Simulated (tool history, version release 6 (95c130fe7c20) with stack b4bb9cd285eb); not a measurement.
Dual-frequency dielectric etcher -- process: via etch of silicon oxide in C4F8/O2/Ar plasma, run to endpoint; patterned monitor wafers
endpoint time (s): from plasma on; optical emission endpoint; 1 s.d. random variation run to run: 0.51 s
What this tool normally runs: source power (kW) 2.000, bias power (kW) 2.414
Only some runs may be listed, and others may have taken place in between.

run    hour  source power (kW)  bias power (kW)  incoming incoming film thickness, nm  endpoint time (s)
  1     0.0              2.000            2.631                                 874.7              167.3
  2    31.6              2.000            2.631                                 867.7              166.6
  3    73.6              2.000            2.631                                 879.3              169.1
  4   122.1              2.000            2.414                                 865.9              171.5
  5   150.4              2.000            2.414                                 863.0              171.5
  6   221.0              2.000            2.414                                 867.8              173.9
  7   290.3              1.650            2.414                                 875.9              185.5
      333.7  -- wet clean of the chamber
  8   334.2              2.000            2.414                                 875.8              172.0
  9   375.6              2.000            2.414                                 870.2              171.0
      392.9  -- bias power generator calibrated
 10   428.6              2.000            2.414                                 879.5              173.1
 11   489.6              2.000            2.414                                 874.5              173.9
 12   514.7              2.340            2.842                                 876.4              157.3
 13   565.4              2.230            2.020                                 876.1              180.7
      605.8  -- source power generator calibrated
 14   606.3              1.580            2.132                                 871.2              193.8
 15   668.6              2.440            2.414                                 871.3              164.2
 16   704.0              2.470            2.791                                 877.0              157.3
      783.0  -- upper electrode replaced
 17   783.5              2.000            2.414                                 868.1              175.2
 18   815.4              2.280            2.004                                 873.2              180.8
      852.1  -- wet clean of the chamber
 19   879.8              2.000            2.414                                 865.4              169.3
 20   914.4              2.290            2.671                                 875.5              159.1
 21  1011.3              2.280            2.140                                 874.8              173.1
 22  1061.0              2.330            2.858                                 869.1              154.3

For some of the steps in endpoint time (s) from one run to the next: how much would appear even if the tool had no hidden state, given the settings, what came in and random variation, and how much remains for the hidden state plus any gauge scatter that the measured result and the result without hidden state don't share?
Hidden state at play: etch rate over this chamber's usual, %; source power that arrives over what is set, %; bias power that arrives over what is set, %.
Run 7 -> 8: source power (kW) 1.650 -> 2.000, wet clean of the chamber. endpoint time (s) -13.5: hidden state -4.3, all else -9.2.
Run 12 -> 13: source power (kW) 2.340 -> 2.230, bias power (kW) 2.842 -> 2.020. endpoint time (s) +23.4: hidden state +0.9, all else +22.5.
Run 14 -> 15: source power (kW) 1.580 -> 2.440, bias power (kW) 2.132 -> 2.414. endpoint time (s) -29.6: hidden state +0.1, all else -29.7.
Run 18 -> 19: source power (kW) 2.280 -> 2.000, bias power (kW) 2.004 -> 2.414, wet clean of the chamber. endpoint time (s) -11.5: hidden state -6.1, all else -5.4.
